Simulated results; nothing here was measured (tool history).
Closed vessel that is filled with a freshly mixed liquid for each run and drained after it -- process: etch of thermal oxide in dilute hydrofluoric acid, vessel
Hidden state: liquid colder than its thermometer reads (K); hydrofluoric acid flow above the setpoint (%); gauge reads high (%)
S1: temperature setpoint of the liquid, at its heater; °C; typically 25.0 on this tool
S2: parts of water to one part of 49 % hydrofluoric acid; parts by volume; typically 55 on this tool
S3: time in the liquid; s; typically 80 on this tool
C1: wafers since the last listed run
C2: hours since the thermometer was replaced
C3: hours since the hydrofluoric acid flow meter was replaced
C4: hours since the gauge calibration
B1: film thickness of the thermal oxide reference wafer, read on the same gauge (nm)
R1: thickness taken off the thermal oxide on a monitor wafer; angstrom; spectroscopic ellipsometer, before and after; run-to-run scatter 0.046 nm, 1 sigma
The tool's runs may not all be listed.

| run | day | S1 | S2 | S3 | C1 | C2 | C3 | C4 | B1 | R1 |
|---|---|---|---|---|---|---|---|---|---|---|
| 1 | 0.000 | 25.0 | 55 | 80 | 0 | 62.8 | 555.9 | 776.8 | 39.98 | 78.7 |
| 2 | 3.679 | 25.0 | 55 | 80 | 5879 | 151.1 | 644.2 | 865.1 | 39.98 | 79.6 |
| 3 | 5.412 | 25.0 | 55 | 80 | 2769 | 192.7 | 685.8 | 906.7 | 40.01 | 79.4 |
| 4 | 8.088 | 23.5 | 55 | 80 | 4274 | 256.9 | 750.0 | 970.9 | 39.96 | 75.4 |
| 5 | 11.883 | 23.5 | 55 | 80 | 6065 | 348.0 | 841.1 | 1062.0 | 39.98 | 75.4 |
| 6 | 14.850 | 23.5 | 55 | 80 | 4740 | 419.2 | 912.3 | 1133.2 | 40.02 | 76.2 |
| 7 | 16.612 | 25.0 | 55 | 80 | 2816 | 461.5 | 954.6 | 1175.5 | 39.98 | 81.0 |
| 8 | 18.492 | 25.0 | 55 | 95 | 3002 | 506.6 | 999.7 | 1220.6 | 40.00 | 96.4 |
|  | 19.908 | thermometer replaced |
| 9 | 21.517 | 25.0 | 55 | 45 | 4767 | 38.6 | 1072.3 | 1293.2 | 39.96 | 46.1 |
| 10 | 23.783 | 26.0 | 55 | 105 | 3622 | 93.0 | 1126.7 | 1347.6 | 40.00 | 110.8 |
| 11 | 27.642 | 25.0 | 55 | 80 | 6165 | 185.6 | 1219.3 | 1440.2 | 40.01 | 82.0 |
| 12 | 30.092 | 25.0 | 55 | 80 | 3915 | 244.4 | 1278.1 | 1499.0 | 40.03 | 82.0 |
|  | 31.571 | gauge calibrated |
| 13 | 31.825 | 25.0 | 30 | 40 | 2769 | 286.0 | 1319.7 | 6.1 | 39.95 | 78.1 |
| 14 | 33.538 | 25.0 | 55 | 80 | 2736 | 327.1 | 1360.8 | 47.2 | 39.96 | 82.4 |
| 15 | 37.483 | 29.0 | 45 | 45 | 6305 | 421.8 | 1455.5 | 141.9 | 40.01 | 67.8 |
| 16 | 39.100 | 21.0 | 30 | 110 | 2583 | 460.6 | 1494.3 | 180.7 | 39.96 | 183.2 |
|  | 41.112 | hydrofluoric acid flow meter replaced |
| 17 | 42.329 | 25.0 | 70 | 80 | 5093 | 538.1 | 29.2 | 258.2 | 39.94 | 66.6 |
| 18 | 44.904 | 27.0 | 45 | 45 | 4114 | 599.9 | 91.0 | 320.0 | 39.99 | 64.7 |
|  | 46.421 | thermometer replaced |
| 19 | 49.017 | 25.0 | 80 | 45 | 6505 | 62.3 | 189.7 | 418.7 | 39.99 | 32.2 |
|  | 50.004 | hydrofluoric acid flow meter replaced, repeated, since the last time left the tool worse |
| 20 | 51.033 | 29.0 | 65 | 80 | 3156 | 110.7 | 24.7 | 467.1 | 40.00 | 76.1 |
| 21 | 55.192 | 25.0 | 55 | 80 | 6645 | 210.5 | 124.5 | 566.9 | 40.02 | 78.6 |
| 22 | 58.412 | 25.0 | 75 | 105 | 5146 | 287.8 | 201.8 | 644.2 | 40.01 | 73.7 |
| 23 | 62.067 | 23.5 | 85 | 60 | 5839 | 375.5 | 289.5 | 731.9 | 39.99 | 34.7 |
| 24 | 66.404 | 28.0 | 30 | 80 | 6931 | 479.6 | 393.6 | 836.0 | 40.00 | 168.9 |

Each row is a separate what-if for the run after 24, all from the same tool condition, not one after another. Results?
| A | 66.433 | 25.0 | 55 | 80 | 46 | 480.3 | 394.3 | 836.7 | ? | ? |
| B | 66.433 | 30.0 | 55 | 55 | 46 | 480.3 | 394.3 | 836.7 | ? | ? |
| C | 66.433 | 20.5 | 45 | 80 | 46 | 480.3 | 394.3 | 836.7 | ? | ? |
| D | 66.433 | 25.0 | 30 | 80 | 46 | 480.3 | 394.3 | 836.7 | ? | ? |

| run | B1 | R1 |
|---|---|---|
| A | 39.98 | 78.9 |
| B | 39.98 | 66.2 |
| C | 39.98 | 81.0 |
| D | 39.98 | 149.6 |
With no hidden state in the tool, these same runs would have given:
| run | R1 |
|---|---|
| A | 77.6 |
| B | 65.1 |
| C | 79.7 |
| D | 147.2 |

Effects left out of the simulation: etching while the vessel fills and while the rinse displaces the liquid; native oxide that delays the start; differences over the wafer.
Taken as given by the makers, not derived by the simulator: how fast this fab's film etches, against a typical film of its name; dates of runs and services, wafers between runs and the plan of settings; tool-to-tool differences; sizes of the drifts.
